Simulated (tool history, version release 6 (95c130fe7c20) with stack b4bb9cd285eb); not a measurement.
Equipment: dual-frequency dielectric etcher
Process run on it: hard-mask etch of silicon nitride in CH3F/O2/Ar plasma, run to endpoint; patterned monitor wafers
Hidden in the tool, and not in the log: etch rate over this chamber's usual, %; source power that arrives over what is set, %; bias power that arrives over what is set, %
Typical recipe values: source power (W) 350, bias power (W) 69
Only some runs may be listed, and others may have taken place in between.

run	hour	source power (W)	bias power (W)	wafers since the last listed run	hours since the last wet clean	hours since the last source power generator calibration	hours since the last bias power generator calibration	hours since the last upper electrode change	incoming incoming film thickness, nm	endpoint time (s)
1	0	310	63	0	325.7	1760.9	3837.7	5625.1	55.6	94.8
2	61.9	310	63	571	387.6	1822.8	3899.6	5687	55.7	94.8
3	133.6	410	69	661	459.3	1894.5	3971.3	5758.7	55.7	81.6
4	220	410	69	797	545.7	1980.9	4057.7	5845.1	55.4	80.7
5	259.6	410	69	365	585.3	2020.5	4097.3	5884.7	55.3	80.8
6	320.5	350	69	562	646.2	2081.4	4158.2	5945.6	55.6	87.1
# hour 392.4: wet clean of the chamber
7	395.4	350	69	469	3	2156.3	4233.1	6020.5	55.2	87.3
# hour 426.4: upper electrode replaced
8	466.9	350	69	438	74.5	2227.8	4304.6	40.5	55.3	86.7
9	526.4	290	64	549	134	2287.3	4364.1	100	55.5	97.2
10	583.2	290	64	524	190.8	2344.1	4420.9	156.8	55.4	97.2
# hour 634.1: source power generator calibrated
11	679.1	290	64	848	286.7	45	4516.8	252.7	55.6	97.1
12	716.2	350	69	342	323.8	82.1	4553.9	289.8	55.5	87.3
# hour 762.7: bias power generator calibrated
13	774.9	300	75	504	382.5	140.8	12.2	348.5	55.5	91.6
14	873.5	310	69	910	481.1	239.4	110.8	447.1	55.7	92.6
15	914.3	420	61	376	521.9	280.2	151.6	487.9	55.7	83.4
16	996.7	280	62	760	604.3	362.6	234	570.3	55.5	99.3
# hour 1071.4: wet clean of the chamber
17	1071.9	350	69	472	0.5	437.8	309.2	645.5	54.7	85.8
18	1367.8	290	53	2731	296.4	733.7	605.1	941.4	55.2	101.3
19	1426.9	420	80	545	355.5	792.8	664.2	1000.5	55.9	77.7

The next listed run, before its measurement:
20	1520.5	350	60	864	449.1	886.4	757.8	1094.1	55.6	?

Run 20 gave endpoint time (s) 90.5.
Had the tool carried no hidden state, the very same run would have given endpoint time (s) 90.5.
